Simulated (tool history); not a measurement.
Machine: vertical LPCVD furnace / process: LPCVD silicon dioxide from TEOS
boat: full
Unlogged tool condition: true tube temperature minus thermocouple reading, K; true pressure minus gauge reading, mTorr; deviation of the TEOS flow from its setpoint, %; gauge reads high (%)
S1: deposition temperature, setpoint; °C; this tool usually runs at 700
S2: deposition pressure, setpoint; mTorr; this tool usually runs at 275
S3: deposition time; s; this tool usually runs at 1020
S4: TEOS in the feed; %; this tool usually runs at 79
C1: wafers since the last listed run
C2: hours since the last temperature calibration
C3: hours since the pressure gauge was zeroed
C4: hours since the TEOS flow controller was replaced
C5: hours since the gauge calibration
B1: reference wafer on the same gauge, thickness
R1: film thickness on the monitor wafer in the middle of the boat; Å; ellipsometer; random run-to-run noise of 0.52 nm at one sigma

run,day,S1,S2,S3,S4,C1,C2,C3,C4,C5,B1,R1
1,0,700,230,1020,79,0,2331.4,2941.8,4159.7,449.2,149.01,1202.2
2,2.571,700,275,1020,79,1038,2393.1,3003.5,4221.4,510.9,149.25,1312
3,4.933,700,275,1020,79,954,2449.8,3060.2,4278.1,567.6,149.04,1317.3
4,7.412,700,275,1020,79,1001,2509.3,3119.7,4337.6,627.1,148.89,1308.9
5,10.038,700,275,1020,79,1060,2572.3,3182.7,4400.6,690.1,149.05,1321.4
6,12.212,700,275,1260,79,878,2624.5,3234.9,4452.8,742.3,149.18,1636
7,15.15,700,275,1260,79,1186,2695,3305.4,4523.3,812.8,148.94,1651.2
8,17.838,700,275,1260,79,1085,2759.5,3369.9,4587.8,877.3,148.95,1618.9
9,20.696,700,275,1170,79,1154,2828.1,3438.5,4656.4,945.9,148.87,1525.4
# day 23.296: thermocouples replaced and temperature profile calibrated
10,23.812,700,275,1020,79,855,12.4,3513.3,4731.2,1020.7,148.93,1282.7
11,26.133,700,275,1020,79,937,68.1,3569,4786.9,1076.4,149.09,1278.9
12,28.979,700,275,1020,79,1149,136.4,3637.3,4855.2,1144.7,148.82,1278
13,31.058,700,275,1020,79,839,186.3,3687.2,4905.1,1194.6,148.94,1280.4
14,33.592,700,275,1020,79,1023,247.1,3748,4965.9,1255.4,148.91,1274.4
15,35.192,700,240,1020,71,646,285.5,3786.4,5004.3,1293.8,149.04,1132.1
# day 37.871: TEOS flow controller replaced
16,42.621,690,305,840,79,2597,463.8,3964.7,114,1472.1,149.11,883.2
17,43.662,700,275,1020,79,420,488.8,3989.7,139,1497.1,148.89,1285.9
18,44.967,695,275,1200,90,526,520.1,4021,170.3,1528.4,148.86,1438.2
# day 46.188: pressure gauge zeroed
19,46.204,693,315,1170,87,95,549.8,0.4,200,1558.1,149.14,1403.8
20,49.162,700,275,1020,79,1195,620.8,71.4,271,1629.1,149.02,1297.2
21,51.188,700,315,1020,84,818,669.4,120,319.6,1677.7,148.94,1417.5
22,54.175,700,275,1020,73,1206,741.1,191.7,391.3,1749.4,148.95,1232.6
23,56.438,696,255,690,92,914,795.4,246,445.6,1803.7,149.04,820.8
# day 56.5: gauge calibrated
24,57.604,700,275,720,79,471,823.4,274,473.6,26.5,148.96,907.8
25,59.904,711,210,1260,73,929,878.6,329.2,528.8,81.7,148.9,1725
26,60.933,700,245,1140,79,415,903.3,353.9,553.5,106.4,149.01,1363.1
27,67.742,700,245,1020,79,2750,1066.7,517.3,716.9,269.8,149.09,1213
28,69.546,697,275,1020,79,728,1110,560.6,760.2,313.1,149.05,1196.2
29,71.154,700,275,1020,79,649,1148.6,599.2,798.8,351.7,148.98,1293.4
30,73.517,691,255,1020,85,954,1205.3,655.9,855.5,408.4,149.01,1043.5
31,74.788,700,275,1140,79,513,1235.8,686.4,886,438.9,148.97,1443
32,76.917,700,275,1020,95,860,1286.9,737.5,937.1,490,148.95,1429.3

Forecast each of these 3 alternatives for the next run:
A,77.112,705,275,1020,79,79,1291.6,742.2,941.8,494.7,?,?
B,77.112,710,275,1140,79,79,1291.6,742.2,941.8,494.7,?,?
C,77.112,700,275,1020,70,79,1291.6,742.2,941.8,494.7,?,?

run,B1,R1
A,149.1,1470.6
B,149.1,1842.6
C,149.1,1233.3
Stripped of hidden state, with their random variation kept, the same runs would have yielded:
run,R1
A,1443.8
B,1809.4
C,1210.6
